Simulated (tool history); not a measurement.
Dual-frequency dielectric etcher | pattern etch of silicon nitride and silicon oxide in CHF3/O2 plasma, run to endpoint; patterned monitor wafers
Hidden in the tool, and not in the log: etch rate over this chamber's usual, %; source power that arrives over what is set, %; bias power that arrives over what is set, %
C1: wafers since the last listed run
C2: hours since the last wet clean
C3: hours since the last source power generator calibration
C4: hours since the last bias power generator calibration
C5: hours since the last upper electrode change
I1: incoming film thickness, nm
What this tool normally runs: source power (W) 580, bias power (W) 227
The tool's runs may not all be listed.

run 1 hour=0.0 | source_power_(W)=580 bias_power_(W)=227 | C1=0 C2=531.1 C3=3338.8 C4=3399.6 C5=4858.6 | I1=250.7 | endpoint_time_(s)=155.6
run 2 hour=10.2 | source_power_(W)=580 bias_power_(W)=227 | C1=49 C2=541.3 C3=3349.0 C4=3409.8 C5=4868.8 | I1=247.4 | endpoint_time_(s)=153.9
run 3 hour=21.4 | source_power_(W)=580 bias_power_(W)=227 | C1=54 C2=552.5 C3=3360.2 C4=3421.0 C5=4880.0 | I1=251.1 | endpoint_time_(s)=156.9
run 4 hour=32.0 | source_power_(W)=520 bias_power_(W)=227 | C1=51 C2=563.1 C3=3370.8 C4=3431.6 C5=4890.6 | I1=249.5 | endpoint_time_(s)=165.3
run 5 hour=47.6 | source_power_(W)=520 bias_power_(W)=227 | C1=75 C2=578.7 C3=3386.4 C4=3447.2 C5=4906.2 | I1=250.4 | endpoint_time_(s)=164.7
-- hour=63.2 source power generator calibrated
-- hour=77.4 wet clean of the chamber
-- hour=82.5 bias power generator calibrated
-- hour=95.7 upper electrode replaced
run 6 hour=96.2 | source_power_(W)=520 bias_power_(W)=227 | C1=63 C2=18.8 C3=33.0 C4=13.7 C5=0.5 | I1=248.5 | endpoint_time_(s)=157.5
run 7 hour=96.6 | source_power_(W)=580 bias_power_(W)=227 | C1=1 C2=19.2 C3=33.4 C4=14.1 C5=0.9 | I1=248.3 | endpoint_time_(s)=148.2
run 8 hour=97.0 | source_power_(W)=580 bias_power_(W)=227 | C1=1 C2=19.6 C3=33.8 C4=14.5 C5=1.3 | I1=248.2 | endpoint_time_(s)=147.7
run 9 hour=97.3 | source_power_(W)=580 bias_power_(W)=227 | C1=1 C2=19.9 C3=34.1 C4=14.8 C5=1.6 | I1=249.0 | endpoint_time_(s)=148.8
run 10 hour=103.6 | source_power_(W)=490 bias_power_(W)=188 | C1=30 C2=26.2 C3=40.4 C4=21.1 C5=7.9 | I1=248.9 | endpoint_time_(s)=173.6
run 11 hour=114.1 | source_power_(W)=580 bias_power_(W)=227 | C1=50 C2=36.7 C3=50.9 C4=31.6 C5=18.4 | I1=250.7 | endpoint_time_(s)=150.4
run 12 hour=130.3 | source_power_(W)=690 bias_power_(W)=183 | C1=78 C2=52.9 C3=67.1 C4=47.8 C5=34.6 | I1=248.7 | endpoint_time_(s)=147.4
run 13 hour=138.6 | source_power_(W)=580 bias_power_(W)=227 | C1=40 C2=61.2 C3=75.4 C4=56.1 C5=42.9 | I1=251.4 | endpoint_time_(s)=150.7
run 14 hour=148.5 | source_power_(W)=580 bias_power_(W)=227 | C1=47 C2=71.1 C3=85.3 C4=66.0 C5=52.8 | I1=252.2 | endpoint_time_(s)=151.1
run 15 hour=158.7 | source_power_(W)=630 bias_power_(W)=252 | C1=49 C2=81.3 C3=95.5 C4=76.2 C5=63.0 | I1=249.9 | endpoint_time_(s)=139.2
run 16 hour=165.9 | source_power_(W)=670 bias_power_(W)=181 | C1=34 C2=88.5 C3=102.7 C4=83.4 C5=70.2 | I1=253.8 | endpoint_time_(s)=154.0
run 17 hour=175.6 | source_power_(W)=630 bias_power_(W)=184 | C1=46 C2=98.2 C3=112.4 C4=93.1 C5=79.9 | I1=250.1 | endpoint_time_(s)=155.5
run 18 hour=189.2 | source_power_(W)=530 bias_power_(W)=227 | C1=65 C2=111.8 C3=126.0 C4=106.7 C5=93.5 | I1=248.7 | endpoint_time_(s)=157.3
run 19 hour=201.7 | source_power_(W)=500 bias_power_(W)=202 | C1=60 C2=124.3 C3=138.5 C4=119.2 C5=106.0 | I1=248.3 | endpoint_time_(s)=169.8

Each row is a separate what-if for the run after 19, all from the same tool condition, not one after another. Results?
run A hour=202.2 | source_power_(W)=580 bias_power_(W)=227 | C1=2 C2=124.8 C3=139.0 C4=119.7 C5=106.5 | I1=250.4 | endpoint_time_(s)=?
run B hour=202.2 | source_power_(W)=490 bias_power_(W)=182 | C1=2 C2=124.8 C3=139.0 C4=119.7 C5=106.5 | I1=250.4 | endpoint_time_(s)=?
run C hour=202.2 | source_power_(W)=710 bias_power_(W)=253 | C1=2 C2=124.8 C3=139.0 C4=119.7 C5=106.5 | I1=250.4 | endpoint_time_(s)=?
run D hour=202.2 | source_power_(W)=490 bias_power_(W)=227 | C1=2 C2=124.8 C3=139.0 C4=119.7 C5=106.5 | I1=250.4 | endpoint_time_(s)=?
run E hour=202.2 | source_power_(W)=670 bias_power_(W)=196 | C1=2 C2=124.8 C3=139.0 C4=119.7 C5=106.5 | I1=250.4 | endpoint_time_(s)=?

run=A endpoint_time_(s)=151.4
run=B endpoint_time_(s)=179.1
run=C endpoint_time_(s)=131.9
run=D endpoint_time_(s)=165.0
run=E endpoint_time_(s)=148.8
Take away the tool's hidden state, keep each run's random variation, and the runs would have read:
run=A endpoint_time_(s)=148.8
run=B endpoint_time_(s)=176.0
run=C endpoint_time_(s)=129.6
run=D endpoint_time_(s)=162.1
run=E endpoint_time_(s)=146.2
